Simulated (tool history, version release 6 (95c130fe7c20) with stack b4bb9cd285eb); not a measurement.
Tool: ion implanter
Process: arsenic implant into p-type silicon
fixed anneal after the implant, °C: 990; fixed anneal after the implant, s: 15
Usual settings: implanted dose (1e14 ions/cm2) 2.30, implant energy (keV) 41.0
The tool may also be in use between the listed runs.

| run | hour | implanted dose (1e14 ions/cm2) | implant energy (keV) | wafers since the last listed run | hours since the last dose calibration | hours since the extraction supply was calibrated | hours since the gauge calibration | read-back reference wafer on the same gauge, sheet resistance | sheet resistance of the implanted and annealed layer (ohm/square) |
|---|---|---|---|---|---|---|---|---|---|
| 1 | 0.0 | 2.30 | 41.0 | 0 | 347.9 | 2818.9 | 1014.8 | 374.04 | 332.24 |
| 2 | 68.6 | 2.30 | 41.0 | 2064 | 416.5 | 2887.5 | 1083.4 | 372.95 | 330.77 |
| 3 | 165.2 | 2.83 | 32.0 | 2907 | 513.1 | 2984.1 | 1180.0 | 371.92 | 295.56 |
| 4 | 205.5 | 2.83 | 32.0 | 1213 | 553.4 | 3024.4 | 1220.3 | 371.42 | 295.18 |
|  | 234.3 | Faraday cup replaced and dose calibrated |
| 5 | 272.0 | 2.30 | 44.5 | 1760 | 37.7 | 3090.9 | 1286.8 | 370.63 | 325.64 |
| 6 | 348.7 | 2.30 | 44.5 | 2308 | 114.4 | 3167.6 | 1363.5 | 369.65 | 325.22 |
| 7 | 398.3 | 2.30 | 44.5 | 1492 | 164.0 | 3217.2 | 1413.1 | 369.46 | 325.58 |
| 8 | 491.0 | 2.07 | 46.0 | 2790 | 256.7 | 3309.9 | 1505.8 | 368.14 | 346.58 |
| 9 | 567.3 | 2.07 | 46.0 | 2296 | 333.0 | 3386.2 | 1582.1 | 367.24 | 345.48 |
| 10 | 654.7 | 2.30 | 41.0 | 2630 | 420.4 | 3473.6 | 1669.5 | 366.41 | 326.38 |
|  | 750.4 | gauge calibrated |
| 11 | 752.1 | 2.30 | 41.0 | 2931 | 517.8 | 3571.0 | 1.7 | 383.66 | 341.15 |
|  | 821.2 | Faraday cup replaced and dose calibrated |
|  | 836.2 | extraction supply calibrated |
| 12 | 838.1 | 1.78 | 53.0 | 2106 | 16.9 | 1.9 | 87.7 | 382.84 | 392.70 |
| 13 | 878.4 | 2.30 | 41.0 | 1213 | 57.2 | 42.2 | 128.0 | 382.14 | 337.06 |
| 14 | 929.4 | 2.30 | 34.0 | 1535 | 108.2 | 93.2 | 179.0 | 382.14 | 349.75 |
| 15 | 1035.5 | 2.79 | 53.0 | 3193 | 214.3 | 199.3 | 285.1 | 381.17 | 283.04 |
| 16 | 1110.0 | 2.30 | 41.0 | 2242 | 288.8 | 273.8 | 359.6 | 380.40 | 339.95 |
| 17 | 1160.2 | 2.75 | 55.0 | 1511 | 339.0 | 324.0 | 409.8 | 379.15 | 281.65 |
| 18 | 1248.1 | 2.96 | 45.5 | 2645 | 426.9 | 411.9 | 497.7 | 378.21 | 275.94 |
| 19 | 1288.1 | 1.69 | 29.0 | 1203 | 466.9 | 451.9 | 537.7 | 377.98 | 443.82 |
| 20 | 1381.9 | 2.30 | 36.5 | 2823 | 560.7 | 545.7 | 631.5 | 376.83 | 341.79 |
| 21 | 1420.0 | 2.30 | 41.0 | 1146 | 598.8 | 583.8 | 669.6 | 376.39 | 331.73 |
|  | 1504.9 | Faraday cup replaced and dose calibrated |
| 22 | 1526.2 | 2.30 | 41.0 | 2955 | 21.3 | 690.0 | 775.8 | 374.98 | 332.78 |

Some steps in sheet resistance of the implanted and annealed layer (ohm/square) between neighbouring runs. How much of each would the tool show without its hidden state too (settings, what came in, random variation), and how much is left for the hidden state, with any gauge scatter that isn't in both results?
The hidden state here: deviation of the true dose from the Faraday cup's reading, %; deviation of the true energy from its setpoint, %; gauge reads high (%).
Run 10 -> 11: gauge calibrated. sheet resistance of the implanted and annealed layer (ohm/square) +14.77: hidden state +15.68, all else -0.91.
Run 18 -> 19: implanted dose (1e14 ions/cm2) 2.96 -> 1.69, implant energy (keV) 45.5 -> 29.0. sheet resistance of the implanted and annealed layer (ohm/square) +167.88: hidden state -4.34, all else +172.22.
Run 19 -> 20: implanted dose (1e14 ions/cm2) 1.69 -> 2.30, implant energy (keV) 29.0 -> 36.5. sheet resistance of the implanted and annealed layer (ohm/square) -102.03: hidden state +1.43, all else -103.46.
